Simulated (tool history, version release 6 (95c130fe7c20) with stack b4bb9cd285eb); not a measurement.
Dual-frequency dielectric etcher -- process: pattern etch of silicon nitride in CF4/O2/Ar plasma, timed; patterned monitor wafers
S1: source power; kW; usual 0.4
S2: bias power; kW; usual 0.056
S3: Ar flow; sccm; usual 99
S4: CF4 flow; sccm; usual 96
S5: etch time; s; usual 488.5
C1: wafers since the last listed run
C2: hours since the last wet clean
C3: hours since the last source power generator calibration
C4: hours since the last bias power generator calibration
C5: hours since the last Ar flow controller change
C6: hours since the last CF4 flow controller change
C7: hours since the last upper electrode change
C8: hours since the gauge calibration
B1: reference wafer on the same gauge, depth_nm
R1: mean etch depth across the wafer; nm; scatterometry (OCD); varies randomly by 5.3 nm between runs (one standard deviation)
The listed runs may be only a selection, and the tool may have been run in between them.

| run | hour | S1 | S2 | S3 | S4 | S5 | C1 | C2 | C3 | C4 | C5 | C6 | C7 | C8 | B1 | R1 |
|---|---|---|---|---|---|---|---|---|---|---|---|---|---|---|---|---|
| 1 | 0 | 0.4 | 0.056 | 99 | 96 | 488.5 | 0 | 542.6 | 3477.1 | 1184 | 1554.7 | 2052.6 | 3026.8 | 2507.2 | 900.1 | 783 |
|  | 67 | upper electrode replaced |
| 2 | 67.5 | 0.4 | 0.056 | 99 | 96 | 415 | 187 | 610.1 | 3544.6 | 1251.5 | 1622.2 | 2120.1 | 0.5 | 2574.7 | 899.7 | 664.6 |
| 3 | 95.8 | 0.4 | 0.056 | 99 | 96 | 415 | 121 | 638.4 | 3572.9 | 1279.8 | 1650.5 | 2148.4 | 28.8 | 2603 | 902.8 | 659.8 |
|  | 136.3 | wet clean of the chamber |
| 4 | 137.4 | 0.4 | 0.056 | 116 | 96 | 488.5 | 75 | 1.1 | 3614.5 | 1321.4 | 1692.1 | 2190 | 70.4 | 2644.6 | 901.8 | 796.6 |
| 5 | 223.7 | 0.4 | 0.056 | 99 | 96 | 488.5 | 371 | 87.4 | 3700.8 | 1407.7 | 1778.4 | 2276.3 | 156.7 | 2730.9 | 903.6 | 815.4 |
|  | 281.8 | gauge calibrated |
| 6 | 531.7 | 0.49 | 0.069 | 105 | 96 | 566 | 1326 | 395.4 | 4008.8 | 1715.7 | 2086.4 | 2584.3 | 464.7 | 249.9 | 903.2 | 1253.5 |
| 7 | 631.7 | 0.4 | 0.056 | 99 | 96 | 488.5 | 430 | 495.4 | 4108.8 | 1815.7 | 2186.4 | 2684.3 | 564.7 | 349.9 | 904.2 | 790.2 |
|  | 691.6 | source power generator calibrated |
| 8 | 698.3 | 0.4 | 0.056 | 106 | 96 | 488.5 | 269 | 562 | 6.7 | 1882.3 | 2253 | 2750.9 | 631.3 | 416.5 | 901.3 | 783.5 |
|  | 735.9 | wet clean of the chamber |
| 9 | 756.4 | 0.4 | 0.056 | 99 | 96 | 488.5 | 146 | 20.5 | 64.8 | 1940.4 | 2311.1 | 2809 | 689.4 | 474.6 | 903 | 820.7 |
|  | 766.2 | Ar flow controller replaced |
| 10 | 802.6 | 0.45 | 0.052 | 99 | 105 | 488.5 | 173 | 66.7 | 111 | 1986.6 | 36.4 | 2855.2 | 735.6 | 520.8 | 902.8 | 894.8 |
| 11 | 879.5 | 0.4 | 0.043 | 99 | 96 | 573.5 | 331 | 143.6 | 187.9 | 2063.5 | 113.3 | 2932.1 | 812.5 | 597.7 | 898.8 | 816.8 |
| 12 | 972.9 | 0.47 | 0.043 | 99 | 96 | 389 | 402 | 237 | 281.3 | 2156.9 | 206.7 | 3025.5 | 905.9 | 691.1 | 900.5 | 651.2 |
|  | 1053.1 | CF4 flow controller replaced |
|  | 1068.5 | bias power generator calibrated |
| 13 | 1069 | 0.4 | 0.056 | 106 | 96 | 616.5 | 370 | 333.1 | 377.4 | 0.5 | 302.8 | 15.9 | 1002 | 787.2 | 901.5 | 1015.5 |
| 14 | 1155.6 | 0.4 | 0.056 | 99 | 81 | 350.5 | 372 | 419.7 | 464 | 87.1 | 389.4 | 102.5 | 1088.6 | 873.8 | 904.6 | 574.8 |
| 15 | 1228.8 | 0.4 | 0.066 | 109 | 96 | 488.5 | 315 | 492.9 | 537.2 | 160.3 | 462.6 | 175.7 | 1161.8 | 947 | 903 | 877 |
| 16 | 1288.4 | 0.47 | 0.062 | 85 | 114 | 488.5 | 256 | 552.5 | 596.8 | 219.9 | 522.2 | 235.3 | 1221.4 | 1006.6 | 902.4 | 1037.8 |
| 17 | 1364.4 | 0.4 | 0.056 | 99 | 78 | 397.5 | 327 | 628.5 | 672.8 | 295.9 | 598.2 | 311.3 | 1297.4 | 1082.6 | 903 | 638.8 |
| 18 | 1421.6 | 0.4 | 0.05 | 99 | 96 | 488.5 | 246 | 685.7 | 730 | 353.1 | 655.4 | 368.5 | 1354.6 | 1139.8 | 900.8 | 756.1 |
|  | 1467.8 | wet clean of the chamber |
| 19 | 1504.1 | 0.4 | 0.056 | 99 | 88 | 488.5 | 251 | 36.3 | 812.5 | 435.6 | 737.9 | 451 | 1437.1 | 1222.3 | 901.7 | 825.4 |
| 20 | 1749.5 | 0.4 | 0.056 | 115 | 96 | 488.5 | 1056 | 281.7 | 1057.9 | 681 | 983.3 | 696.4 | 1682.5 | 1467.7 | 903.7 | 790.7 |
| 21 | 1820.2 | 0.4 | 0.056 | 99 | 96 | 488.5 | 304 | 352.4 | 1128.6 | 751.7 | 1054 | 767.1 | 1753.2 | 1538.4 | 902.1 | 808.9 |

Same runs, no hidden state in the tool, same run-to-run variation:
Hidden state present: etch rate over this chamber's usual, %; source power that arrives over what is set, %; bias power that arrives over what is set, %; Ar flow that arrives over what is set, %; CF4 flow that arrives over what is set, %; gauge reads high (%).
| run | R1 |
|---|---|
| 1 | 840.5 |
| 2 | 717.3 |
| 3 | 713.7 |
| 4 | 814.2 |
| 5 | 838.2 |
| 6 | 1319.7 |
| 7 | 837.1 |
| 8 | 834.3 |
| 9 | 840.5 |
| 10 | 918.5 |
| 11 | 842.1 |
| 12 | 675.5 |
| 13 | 1032.2 |
| 14 | 589.5 |
| 15 | 906.2 |
| 16 | 1078.4 |
| 17 | 668.8 |
| 18 | 795.7 |
| 19 | 834.8 |
| 20 | 817.1 |
| 21 | 840.6 |
